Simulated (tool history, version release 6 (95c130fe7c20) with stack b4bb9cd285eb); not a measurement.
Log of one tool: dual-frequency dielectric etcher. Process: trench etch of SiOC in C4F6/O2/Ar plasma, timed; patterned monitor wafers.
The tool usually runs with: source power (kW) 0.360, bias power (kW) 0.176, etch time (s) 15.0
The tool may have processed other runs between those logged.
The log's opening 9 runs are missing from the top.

run,hour,source power (kW),bias power (kW),etch time (s),"read-back reference wafer on the same gauge, depth_nm",mean etch depth across the wafer (nm)
# hour 180.3: bias power generator calibrated
10,180.8,0.360,0.148,15.0,27.53,27.23
# hour 187.3: source power generator calibrated
11,193.2,0.360,0.148,15.0,27.56,27.21
# hour 235.5: wet clean of the chamber
12,236.0,0.360,0.176,12.0,27.47,24.21
13,236.3,0.390,0.136,15.0,27.48,29.15
14,244.6,0.360,0.207,15.0,27.56,31.40
15,268.9,0.360,0.176,15.0,27.53,29.83
16,316.3,0.360,0.176,15.0,27.53,30.18
# hour 325.2: gauge calibrated
17,351.3,0.360,0.140,12.0,27.51,22.18
18,378.7,0.400,0.176,15.0,27.49,31.57
19,397.7,0.360,0.176,15.0,27.52,29.63
20,427.9,0.360,0.176,15.0,27.47,29.42
21,460.5,0.360,0.176,15.0,27.51,29.42
22,494.7,0.360,0.210,19.0,27.46,39.56
23,515.8,0.300,0.176,18.0,27.51,32.40
24,531.4,0.360,0.176,15.0,27.50,29.10

Run 25 is up next; what results do you expect?
25,562.7,0.360,0.151,17.5,?,?

{"run 25": {"read-back reference wafer on the same gauge, depth_nm": 27.48, "mean etch depth across the wafer (nm)": 32.52}}
With the hidden condition absent and the run-to-run variation left alone, this run would have shown mean etch depth across the wafer (nm) 33.71.

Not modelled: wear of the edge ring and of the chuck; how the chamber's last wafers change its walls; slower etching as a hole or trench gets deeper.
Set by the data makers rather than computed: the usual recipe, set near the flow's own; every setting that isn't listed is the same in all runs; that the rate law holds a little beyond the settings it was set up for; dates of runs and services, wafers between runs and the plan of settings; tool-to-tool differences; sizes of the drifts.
